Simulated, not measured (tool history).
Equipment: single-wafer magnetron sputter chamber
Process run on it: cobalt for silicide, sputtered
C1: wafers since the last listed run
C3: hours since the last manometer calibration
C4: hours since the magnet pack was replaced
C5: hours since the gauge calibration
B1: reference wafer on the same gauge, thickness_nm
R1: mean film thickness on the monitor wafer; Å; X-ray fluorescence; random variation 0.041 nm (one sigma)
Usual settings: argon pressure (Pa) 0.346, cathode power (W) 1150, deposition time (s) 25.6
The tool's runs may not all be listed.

Run 1, hour 0.0: usual settings but deposition time (s) 29.6; C1 0; wafers on the sputter target 1392; C3 1081.1; C4 6968.0; C5 270.7; B1 14.088. Result: R1 168.96 Å.
Run 2, hour 71.0: usual settings; C1 949; wafers on the sputter target 2342; C3 1152.1; C4 7039.0; C5 341.7; B1 14.094. Result: R1 146.06 Å.
Run 3, hour 117.8: usual settings; C1 625; wafers on the sputter target 2967; C3 1198.9; C4 7085.8; C5 388.5; B1 14.104. Result: R1 146.16 Å.
Run 4, hour 171.7: usual settings; C1 720; wafers on the sputter target 3688; C3 1252.8; C4 7139.7; C5 442.4; B1 14.113. Result: R1 145.80 Å.
Run 5, hour 211.0: usual settings but argon pressure (Pa) 0.415; C1 525; wafers on the sputter target 4213; C3 1292.1; C4 7179.0; C5 481.7; B1 14.109. Result: R1 142.47 Å.
At hour 299.8: sputter target and shields replaced.
Run 6, hour 439.3: usual settings but argon pressure (Pa) 0.415; C1 2945; wafers on the sputter target 1865; C3 1520.4; C4 7407.3; C5 710.0; B1 14.100. Result: R1 144.03 Å.
Run 7, hour 515.9: usual settings but argon pressure (Pa) 0.415; C1 1024; wafers on the sputter target 2889; C3 1597.0; C4 7483.9; C5 786.6; B1 14.109. Result: R1 144.07 Å.
Run 8, hour 588.2: usual settings; C1 966; wafers on the sputter target 3856; C3 1669.3; C4 7556.2; C5 858.9; B1 14.099. Result: R1 145.17 Å.
At hour 645.0: sputter target and shields replaced.
Run 9, hour 662.7: usual settings; C1 889; wafers on the sputter target 236; C3 1743.8; C4 7630.7; C5 933.4; B1 14.101. Result: R1 147.01 Å.
At hour 674.7: capacitance manometer re-zeroed and calibrated.
Run 10, hour 759.7: usual settings but argon pressure (Pa) 0.433, deposition time (s) 23.2; C1 1189; wafers on the sputter target 1426; C3 85.0; C4 7727.7; C5 1030.4; B1 14.097. Result: R1 127.15 Å.
Run 11, hour 824.9: usual settings but argon pressure (Pa) 0.433, deposition time (s) 23.2; C1 871; wafers on the sputter target 2297; C3 150.2; C4 7792.9; C5 1095.6; B1 14.109. Result: R1 127.07 Å.
At hour 848.7: magnet pack replaced.
Run 12, hour 874.5: usual settings; C1 556; wafers on the sputter target 2854; C3 199.8; C4 25.8; C5 1145.2; B1 14.099. Result: R1 144.12 Å.
At hour 897.4: gauge calibrated.
Run 13, hour 915.0: usual settings but cathode power (W) 1450; C1 541; wafers on the sputter target 3395; C3 240.3; C4 66.3; C5 17.6; B1 14.100. Result: R1 180.75 Å.
At hour 981.2: sputter target and shields replaced.
Run 14, hour 1014.8: usual settings but deposition time (s) 29.6; C1 1227; wafers on the sputter target 448; C3 340.1; C4 166.1; C5 117.4; B1 14.099. Result: R1 168.64 Å.
Run 15, hour 1077.4: usual settings but cathode power (W) 1250; C1 836; wafers on the sputter target 1285; C3 402.7; C4 228.7; C5 180.0; B1 14.104. Result: R1 158.35 Å.
Run 16, hour 1141.5: usual settings but argon pressure (Pa) 0.286, deposition time (s) 21.1; C1 857; wafers on the sputter target 2142; C3 466.8; C4 292.8; C5 244.1; B1 14.102. Result: R1 122.39 Å.
Run 17, hour 1236.8: usual settings but argon pressure (Pa) 0.276, cathode power (W) 900, deposition time (s) 23.7; C1 1274; wafers on the sputter target 3416; C3 562.1; C4 388.1; C5 339.4; B1 14.105. Result: R1 106.82 Å.
At hour 1298.0: sputter target and shields replaced.
Run 18, hour 1298.5: usual settings; C1 717; wafers on the sputter target 6; C3 623.8; C4 449.8; C5 401.1; B1 14.104. Result: R1 145.29 Å.
Run 19, hour 1354.8: usual settings but argon pressure (Pa) 0.389, cathode power (W) 1400, deposition time (s) 21.8; C1 752; wafers on the sputter target 759; C3 680.1; C4 506.1; C5 457.4; B1 14.095. Result: R1 150.33 Å.
Run 20, hour 1444.9: usual settings but argon pressure (Pa) 0.310, cathode power (W) 1250, deposition time (s) 24.1; C1 1204; wafers on the sputter target 1964; C3 770.2; C4 596.2; C5 547.5; B1 14.095. Result: R1 151.36 Å.
Run 21, hour 1544.8: usual settings but cathode power (W) 1450, deposition time (s) 30.0; C1 1335; wafers on the sputter target 3299; C3 870.1; C4 696.1; C5 647.4; B1 14.099. Result: R1 215.34 Å.
Run 22, hour 1613.7: usual settings but argon pressure (Pa) 0.255, cathode power (W) 900, deposition time (s) 30.0; C1 921; wafers on the sputter target 4220; C3 939.0; C4 765.0; C5 716.3; B1 14.111. Result: R1 135.92 Å.
At hour 1701.3: sputter target and shields replaced.
Run 23, hour 1720.2: usual settings but argon pressure (Pa) 0.412, cathode power (W) 1050, deposition time (s) 23.4; C1 1316; wafers on the sputter target 252; C3 1045.5; C4 871.5; C5 822.8; B1 14.098. Result: R1 120.47 Å.
Run 24, hour 1803.7: usual settings but argon pressure (Pa) 0.274, cathode power (W) 1350, deposition time (s) 27.3; C1 1116; wafers on the sputter target 1369; C3 1129.0; C4 955.0; C5 906.3; B1 14.092. Result: R1 186.63 Å.

Predict each of these 5 candidate next runs independently; none follows another, all start after run 24:
Run A, hour 1804.1: usual settings; C1 5; wafers on the sputter target 1374; C3 1129.4; C4 955.4; C5 906.7; B1 ?. Result: R1 ?.
Run B, hour 1804.1: usual settings but deposition time (s) 22.7; C1 5; wafers on the sputter target 1374; C3 1129.4; C4 955.4; C5 906.7; B1 ?. Result: R1 ?.
Run C, hour 1804.1: usual settings but argon pressure (Pa) 0.304, cathode power (W) 950, deposition time (s) 30.0; C1 5; wafers on the sputter target 1374; C3 1129.4; C4 955.4; C5 906.7; B1 ?. Result: R1 ?.
Run D, hour 1804.1: usual settings but argon pressure (Pa) 0.282, cathode power (W) 1400, deposition time (s) 22.0; C1 5; wafers on the sputter target 1374; C3 1129.4; C4 955.4; C5 906.7; B1 ?. Result: R1 ?.
Run E, hour 1804.1: usual settings but deposition time (s) 21.4; C1 5; wafers on the sputter target 1374; C3 1129.4; C4 955.4; C5 906.7; B1 ?. Result: R1 ?.

run      B1      R1
  A  14.099  146.08
  B  14.099  129.53
  C  14.099  143.01
  D  14.099  155.46
  E  14.099  122.11
Stripped of hidden state, with their random variation kept, the same runs would have yielded:
run      R1
  A  144.25
  B  127.91
  C  141.44
  D  153.88
  E  120.58
